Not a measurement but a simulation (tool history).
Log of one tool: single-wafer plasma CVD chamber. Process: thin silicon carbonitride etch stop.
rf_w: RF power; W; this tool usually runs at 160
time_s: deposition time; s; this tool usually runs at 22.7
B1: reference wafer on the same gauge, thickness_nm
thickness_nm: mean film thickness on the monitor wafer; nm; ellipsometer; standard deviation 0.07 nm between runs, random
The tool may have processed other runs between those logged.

{"run": 1, "hour": 0.0, "rf_w": 160, "time_s": 22.7, "B1": 14.279, "thickness_nm": 13.151}
{"run": 2, "hour": 64.3, "rf_w": 160, "time_s": 19.2, "B1": 14.256, "thickness_nm": 11.103}
{"run": 3, "hour": 134.7, "rf_w": 185, "time_s": 19.5, "B1": 14.224, "thickness_nm": 12.224}
{"run": 4, "hour": 203.3, "rf_w": 185, "time_s": 19.5, "B1": 14.144, "thickness_nm": 12.078}
{"run": 5, "hour": 267.6, "rf_w": 160, "time_s": 26.2, "B1": 14.152, "thickness_nm": 15.002}
{"run": 6, "hour": 321.1, "rf_w": 160, "time_s": 26.2, "B1": 14.105, "thickness_nm": 14.961}
{"run": 7, "hour": 384.5, "rf_w": 160, "time_s": 22.7, "B1": 14.078, "thickness_nm": 13.077}
{"run": 8, "hour": 449.4, "rf_w": 160, "time_s": 22.7, "B1": 14.017, "thickness_nm": 12.998}
{"run": 9, "hour": 514.3, "rf_w": 160, "time_s": 22.7, "B1": 13.982, "thickness_nm": 13.032}
{"run": 10, "hour": 573.0, "rf_w": 160, "time_s": 22.7, "B1": 13.94, "thickness_nm": 12.891}
{"run": 11, "hour": 637.4, "rf_w": 140, "time_s": 22.7, "B1": 13.896, "thickness_nm": 11.954}
{"run": 12, "hour": 669.9, "rf_w": 140, "time_s": 22.7, "B1": 13.857, "thickness_nm": 11.858}
{"hour": 701.1, "done": "showerhead replaced"}
{"run": 13, "hour": 724.5, "rf_w": 160, "time_s": 22.7, "B1": 13.821, "thickness_nm": 12.735}
{"run": 14, "hour": 759.8, "rf_w": 160, "time_s": 22.7, "B1": 13.768, "thickness_nm": 12.758}
{"run": 15, "hour": 827.2, "rf_w": 140, "time_s": 19.7, "B1": 13.742, "thickness_nm": 10.182}
{"run": 16, "hour": 865.8, "rf_w": 130, "time_s": 21.5, "B1": 13.681, "thickness_nm": 10.721}
{"hour": 878.1, "done": "thermocouple changed; heater temperature recalibrated"}
{"run": 17, "hour": 907.8, "rf_w": 180, "time_s": 22.7, "B1": 13.627, "thickness_nm": 13.22}
{"run": 18, "hour": 949.7, "rf_w": 145, "time_s": 23.9, "B1": 13.605, "thickness_nm": 12.582}
{"hour": 978.6, "done": "RF generator calibrated"}
{"run": 19, "hour": 996.1, "rf_w": 175, "time_s": 22.7, "B1": 13.558, "thickness_nm": 13.058}
{"run": 20, "hour": 1023.5, "rf_w": 160, "time_s": 22.7, "B1": 13.506, "thickness_nm": 12.386}
{"hour": 1034.6, "done": "gauge calibrated"}
{"run": 21, "hour": 1065.6, "rf_w": 160, "time_s": 25.9, "B1": 14.311, "thickness_nm": 15.012}
{"run": 22, "hour": 1097.4, "rf_w": 130, "time_s": 19.8, "B1": 14.294, "thickness_nm": 10.275}
{"run": 23, "hour": 1156.1, "rf_w": 175, "time_s": 25.4, "B1": 14.304, "thickness_nm": 15.55}
{"run": 24, "hour": 1223.0, "rf_w": 170, "time_s": 21.1, "B1": 14.29, "thickness_nm": 12.58}
{"run": 25, "hour": 1433.9, "rf_w": 160, "time_s": 22.7, "B1": 14.237, "thickness_nm": 13.123}
{"run": 26, "hour": 1482.0, "rf_w": 180, "time_s": 22.7, "B1": 14.193, "thickness_nm": 13.976}
{"run": 27, "hour": 1551.5, "rf_w": 170, "time_s": 24.1, "B1": 14.209, "thickness_nm": 14.358}
{"run": 28, "hour": 1591.8, "rf_w": 135, "time_s": 22.7, "B1": 14.176, "thickness_nm": 11.919}
{"run": 29, "hour": 1620.3, "rf_w": 160, "time_s": 24.5, "B1": 14.175, "thickness_nm": 14.102}

Below, some changes in thickness_nm between adjacent runs. For each, the amount present without the hidden state too (settings, incoming material, random variation) and the amount remaining for the hidden state with gauge scatter not shared by both compared results:
Unlogged tool condition in this case: wafer temperature above the value expected at the setpoint (K); delivered RF power above the setpoint (%); gauge reads high (%).
Run 16 -> 17: rf_w 130 -> 180, time_s 21.5 -> 22.7, thermocouple changed; heater temperature recalibrated. thickness_nm +2.499 nm: hidden state -0.155, all else +2.654.
Run 20 -> 21: time_s 22.7 -> 25.9, gauge calibrated. thickness_nm +2.626 nm: hidden state +0.71, all else +1.916.
Run 21 -> 22: rf_w 160 -> 130, time_s 25.9 -> 19.8. thickness_nm -4.737 nm: hidden state +0.001, all else -4.738.
Run 22 -> 23: rf_w 130 -> 175, time_s 19.8 -> 25.4. thickness_nm +5.275 nm: hidden state -0.008, all else +5.283.
